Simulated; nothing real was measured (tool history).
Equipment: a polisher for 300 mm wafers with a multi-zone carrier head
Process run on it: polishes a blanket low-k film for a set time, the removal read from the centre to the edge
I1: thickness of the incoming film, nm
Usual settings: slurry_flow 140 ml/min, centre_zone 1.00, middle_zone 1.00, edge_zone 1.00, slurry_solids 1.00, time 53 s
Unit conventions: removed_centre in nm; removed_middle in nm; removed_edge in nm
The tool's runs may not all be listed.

run 1 day=0.000 | slurry_flow=140 centre_zone=1.00 middle_zone=0.90 edge_zone=0.95 slurry_solids=0.90 time=53 | I1=800.1 | removed_centre=20.9 removed_middle=20.5 removed_edge=20.5
run 2 day=1.100 | slurry_flow=105 centre_zone=1.00 middle_zone=1.00 edge_zone=1.00 slurry_solids=1.00 time=53 | I1=810.0 | removed_centre=20.0 removed_middle=21.5 removed_edge=20.9
run 3 day=2.175 | slurry_flow=110 centre_zone=1.00 middle_zone=1.00 edge_zone=1.00 slurry_solids=1.00 time=53 | I1=803.0 | removed_centre=19.7 removed_middle=21.5 removed_edge=20.5
run 4 day=2.812 | slurry_flow=140 centre_zone=1.09 middle_zone=0.90 edge_zone=1.00 slurry_solids=1.00 time=53 | I1=814.6 | removed_centre=23.1 removed_middle=20.8 removed_edge=21.2
-- day=4.792 slurry nozzle cleaned
run 5 day=4.812 | slurry_flow=140 centre_zone=1.00 middle_zone=1.00 edge_zone=1.00 slurry_solids=0.75 time=53 | I1=798.8 | removed_centre=17.7 removed_middle=19.2 removed_edge=18.4
run 6 day=5.400 | slurry_flow=140 centre_zone=0.94 middle_zone=1.00 edge_zone=1.00 slurry_solids=1.00 time=53 | I1=797.7 | removed_centre=18.8 removed_middle=21.7 removed_edge=20.4
run 7 day=6.262 | slurry_flow=140 centre_zone=1.00 middle_zone=0.94 edge_zone=1.00 slurry_solids=1.15 time=53 | I1=798.0 | removed_centre=21.5 removed_middle=22.0 removed_edge=22.0
run 8 day=7.054 | slurry_flow=100 centre_zone=1.00 middle_zone=0.89 edge_zone=1.00 slurry_solids=1.00 time=35 | I1=800.4 | removed_centre=11.5 removed_middle=11.7 removed_edge=12.6
-- day=7.621 edge zone pressure recalibrated
-- day=8.000 worn pad replaced by a new one
run 9 day=8.021 | slurry_flow=140 centre_zone=0.92 middle_zone=1.00 edge_zone=1.00 slurry_solids=1.00 time=60 | I1=791.3 | removed_centre=22.5 removed_middle=26.8 removed_edge=25.6
run 10 day=8.412 | slurry_flow=140 centre_zone=1.00 middle_zone=1.00 edge_zone=1.00 slurry_solids=1.00 time=53 | I1=793.4 | removed_centre=21.8 removed_middle=23.0 removed_edge=22.4
-- day=9.167 centre zone pressure recalibrated
run 11 day=9.583 | slurry_flow=140 centre_zone=1.00 middle_zone=1.00 edge_zone=1.00 slurry_solids=0.85 time=53 | I1=807.2 | removed_centre=21.4 removed_middle=21.5 removed_edge=21.0
run 12 day=10.262 | slurry_flow=140 centre_zone=1.00 middle_zone=1.00 edge_zone=1.00 slurry_solids=1.00 time=53 | I1=805.4 | removed_centre=22.3 removed_middle=22.9 removed_edge=21.7
run 13 day=11.508 | slurry_flow=140 centre_zone=1.00 middle_zone=1.00 edge_zone=1.08 slurry_solids=1.15 time=53 | I1=802.2 | removed_centre=23.4 removed_middle=23.9 removed_edge=23.7
run 14 day=12.888 | slurry_flow=140 centre_zone=1.00 middle_zone=1.05 edge_zone=1.00 slurry_solids=1.00 time=53 | I1=795.1 | removed_centre=21.1 removed_middle=22.9 removed_edge=21.9
run 15 day=13.862 | slurry_flow=140 centre_zone=0.93 middle_zone=1.00 edge_zone=0.96 slurry_solids=1.00 time=68 | I1=799.4 | removed_centre=24.7 removed_middle=28.3 removed_edge=26.2
run 16 day=15.075 | slurry_flow=140 centre_zone=1.00 middle_zone=1.00 edge_zone=1.00 slurry_solids=1.00 time=53 | I1=812.4 | removed_centre=20.6 removed_middle=21.4 removed_edge=20.6
run 17 day=16.525 | slurry_flow=155 centre_zone=0.92 middle_zone=1.00 edge_zone=1.00 slurry_solids=1.00 time=53 | I1=799.3 | removed_centre=18.9 removed_middle=22.1 removed_edge=20.8
-- day=16.967 worn pad replaced by a new one
run 18 day=17.571 | slurry_flow=140 centre_zone=1.00 middle_zone=1.00 edge_zone=1.00 slurry_solids=1.00 time=53 | I1=790.3 | removed_centre=22.0 removed_middle=23.2 removed_edge=22.4
run 19 day=18.738 | slurry_flow=140 centre_zone=1.00 middle_zone=1.00 edge_zone=1.00 slurry_solids=0.90 time=53 | I1=812.1 | removed_centre=20.5 removed_middle=21.9 removed_edge=20.9
run 20 day=20.367 | slurry_flow=140 centre_zone=1.00 middle_zone=0.94 edge_zone=1.00 slurry_solids=1.00 time=71 | I1=805.4 | removed_centre=28.0 removed_middle=29.0 removed_edge=28.8
run 21 day=21.204 | slurry_flow=140 centre_zone=1.00 middle_zone=1.00 edge_zone=1.00 slurry_solids=1.00 time=53 | I1=788.4 | removed_centre=20.7 removed_middle=22.4 removed_edge=21.6

Predict each of these 5 candidate next runs independently; none follows another, all start after run 21:
run A day=21.221 | slurry_flow=140 centre_zone=1.00 middle_zone=1.00 edge_zone=1.00 slurry_solids=1.00 time=53 | I1=799.9 | removed_centre=? removed_middle=? removed_edge=?
run B day=21.221 | slurry_flow=140 centre_zone=1.04 middle_zone=1.00 edge_zone=1.00 slurry_solids=1.00 time=53 | I1=799.9 | removed_centre=? removed_middle=? removed_edge=?
run C day=21.221 | slurry_flow=155 centre_zone=1.00 middle_zone=1.00 edge_zone=1.07 slurry_solids=1.00 time=53 | I1=799.9 | removed_centre=? removed_middle=? removed_edge=?
run D day=21.221 | slurry_flow=90 centre_zone=0.91 middle_zone=0.93 edge_zone=1.00 slurry_solids=1.00 time=61 | I1=799.9 | removed_centre=? removed_middle=? removed_edge=?
run E day=21.221 | slurry_flow=180 centre_zone=1.11 middle_zone=1.00 edge_zone=1.00 slurry_solids=1.10 time=44 | I1=799.9 | removed_centre=? removed_middle=? removed_edge=?

run=A removed_centre=20.8 removed_middle=22.4 removed_edge=21.0
run=B removed_centre=21.6 removed_middle=22.4 removed_edge=21.0
run=C removed_centre=21.3 removed_middle=22.9 removed_edge=22.1
run=D removed_centre=18.8 removed_middle=21.6 removed_edge=22.2
run=E removed_centre=21.1 removed_middle=20.3 removed_edge=18.8
Stripped of hidden state, with their random variation kept, the same runs would have yielded:
run=A removed_centre=23.5 removed_middle=23.7 removed_edge=22.3
run=B removed_centre=24.5 removed_middle=23.7 removed_edge=22.3
run=C removed_centre=24.1 removed_middle=24.3 removed_edge=23.4
run=D removed_centre=21.3 removed_middle=22.9 removed_edge=23.5
run=E removed_centre=23.8 removed_middle=21.5 removed_edge=19.9
